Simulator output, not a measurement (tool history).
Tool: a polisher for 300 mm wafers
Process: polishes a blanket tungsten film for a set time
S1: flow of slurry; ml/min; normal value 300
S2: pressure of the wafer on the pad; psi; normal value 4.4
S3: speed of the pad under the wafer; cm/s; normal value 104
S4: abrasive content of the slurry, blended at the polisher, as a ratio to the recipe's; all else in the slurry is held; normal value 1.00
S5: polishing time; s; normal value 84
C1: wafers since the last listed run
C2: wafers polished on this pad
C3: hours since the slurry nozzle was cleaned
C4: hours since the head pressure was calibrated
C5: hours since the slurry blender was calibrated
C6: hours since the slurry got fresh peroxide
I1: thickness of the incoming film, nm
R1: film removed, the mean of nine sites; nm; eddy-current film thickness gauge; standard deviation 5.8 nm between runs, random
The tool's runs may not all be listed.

run	hour	S1	S2	S3	S4	S5	C1	C2	C3	C4	C5	C6	I1	R1
1	0.0	335	4.4	104	1.20	84	0	393	146.6	640.4	133.1	185.7	1396.6	513.2
2	63.5	335	4.4	104	1.20	84	407	801	210.1	703.9	196.6	249.2	1380.2	520.4
# hour 86.5: slurry tank refilled with fresh slurry and peroxide
3	103.5	300	4.4	104	1.00	62	250	1051	250.1	743.9	236.6	17.0	1382.7	359.8
# hour 131.9: slurry blender recalibrated
4	138.7	300	4.4	104	1.15	84	213	1265	285.3	779.1	6.8	52.2	1353.7	510.2
# hour 169.6: worn pad replaced by a new one
5	183.5	300	4.4	104	1.00	84	261	89	330.1	823.9	51.6	97.0	1371.6	475.2
6	243.2	300	4.4	104	1.00	84	383	472	389.8	883.6	111.3	156.7	1369.8	491.6
7	294.8	300	4.4	104	1.00	84	331	803	441.4	935.2	162.9	208.3	1369.9	488.0
# hour 350.5: slurry tank refilled with fresh slurry and peroxide
8	351.0	300	4.4	104	1.00	84	354	1158	497.6	991.4	219.1	0.5	1371.7	484.4
# hour 413.1: slurry blender recalibrated
9	419.5	300	4.4	104	1.00	84	427	1585	566.1	1059.9	6.4	69.0	1367.2	482.4
# hour 438.2: worn pad replaced by a new one
10	465.6	300	3.8	104	1.00	84	270	175	612.2	1106.0	52.5	115.1	1353.8	439.3
# hour 488.4: head pressure recalibrated
11	490.0	300	3.8	104	1.00	84	143	319	636.6	1.6	76.9	139.5	1367.3	430.7
# hour 527.1: slurry nozzle cleaned
12	532.0	300	3.8	104	1.00	84	263	582	4.9	43.6	118.9	181.5	1374.4	437.7
13	556.6	250	4.4	118	0.90	84	157	740	29.5	68.2	143.5	206.1	1352.0	518.6
# hour 614.3: slurry tank refilled with fresh slurry and peroxide
14	619.0	300	4.4	104	1.00	84	394	1135	91.9	130.6	205.9	4.7	1355.9	478.8
# hour 649.9: slurry blender recalibrated
# hour 669.7: worn pad replaced by a new one
15	686.6	230	4.4	90	0.90	59	395	108	159.5	198.2	36.7	72.3	1352.1	278.9
16	716.2	345	5.0	86	1.00	76	190	298	189.1	227.8	66.3	101.9	1383.4	404.8
17	822.4	300	4.4	90	1.00	84	681	980	295.3	334.0	172.5	208.1	1368.4	425.2
# hour 853.6: slurry tank refilled with fresh slurry and peroxide
18	887.0	300	3.8	104	1.00	84	408	1389	359.9	398.6	237.1	33.4	1361.2	448.9
# hour 905.3: worn pad replaced by a new one
# hour 920.7: slurry blender recalibrated
19	931.1	300	4.4	104	1.00	72	244	152	404.0	442.7	10.4	77.5	1377.1	417.5
20	959.8	300	4.4	104	1.00	84	184	337	432.7	471.4	39.1	106.2	1377.7	488.7
21	1009.8	380	5.0	104	0.75	84	321	658	482.7	521.4	89.1	156.2	1389.2	494.0
22	1081.2	205	4.4	104	1.00	68	458	1116	554.1	592.8	160.5	227.6	1386.9	382.5
# hour 1107.5: slurry tank refilled with fresh slurry and peroxide
23	1130.4	225	4.4	86	1.20	84	309	1426	603.3	642.0	209.7	22.9	1354.0	417.3
24	1158.5	210	4.4	104	1.00	84	180	1606	631.4	670.1	237.8	51.0	1366.2	456.5
# hour 1166.5: slurry blender recalibrated
# hour 1176.0: worn pad replaced by a new one
25	1217.1	355	3.7	104	1.00	84	337	263	690.0	728.7	50.6	109.6	1381.0	432.4

For each entry between runs, how does the tool's hidden state at the last listed run before it compare with that at the first listed run after it?
In the gap between runs 2 and 3: slurry tank refilled with fresh slurry and peroxide (hour 86.5)
  no difference in the tool's unlogged condition between these two runs
In the gap between runs 3 and 4: slurry blender recalibrated (hour 131.9)
  no difference in the tool's unlogged condition between these two runs
In the gap between runs 4 and 5: worn pad replaced by a new one (hour 169.6)
  no difference in the tool's unlogged condition between these two runs
In the gap between runs 7 and 8: slurry tank refilled with fresh slurry and peroxide (hour 350.5)
  no difference in the tool's unlogged condition between these two runs
In the gap between runs 8 and 9: slurry blender recalibrated (hour 413.1)
  no difference in the tool's unlogged condition between these two runs
In the gap between runs 9 and 10: worn pad replaced by a new one (hour 438.2)
  no difference in the tool's unlogged condition between these two runs
In the gap between runs 10 and 11: head pressure recalibrated (hour 488.4)
  no difference in the tool's unlogged condition between these two runs
In the gap between runs 11 and 12: slurry nozzle cleaned (hour 527.1)
  no difference in the tool's unlogged condition between these two runs
In the gap between runs 13 and 14: slurry tank refilled with fresh slurry and peroxide (hour 614.3)
  no difference in the tool's unlogged condition between these two runs
In the gap between runs 14 and 15: slurry blender recalibrated (hour 649.9); worn pad replaced by a new one (hour 669.7)
  no difference in the tool's unlogged condition between these two runs
In the gap between runs 17 and 18: slurry tank refilled with fresh slurry and peroxide (hour 853.6)
  no difference in the tool's unlogged condition between these two runs
In the gap between runs 18 and 19: worn pad replaced by a new one (hour 905.3); slurry blender recalibrated (hour 920.7)
  no difference in the tool's unlogged condition between these two runs
In the gap between runs 22 and 23: slurry tank refilled with fresh slurry and peroxide (hour 1107.5)
  no difference in the tool's unlogged condition between these two runs
In the gap between runs 24 and 25: slurry blender recalibrated (hour 1166.5); worn pad replaced by a new one (hour 1176.0)
  no difference in the tool's unlogged condition between these two runs
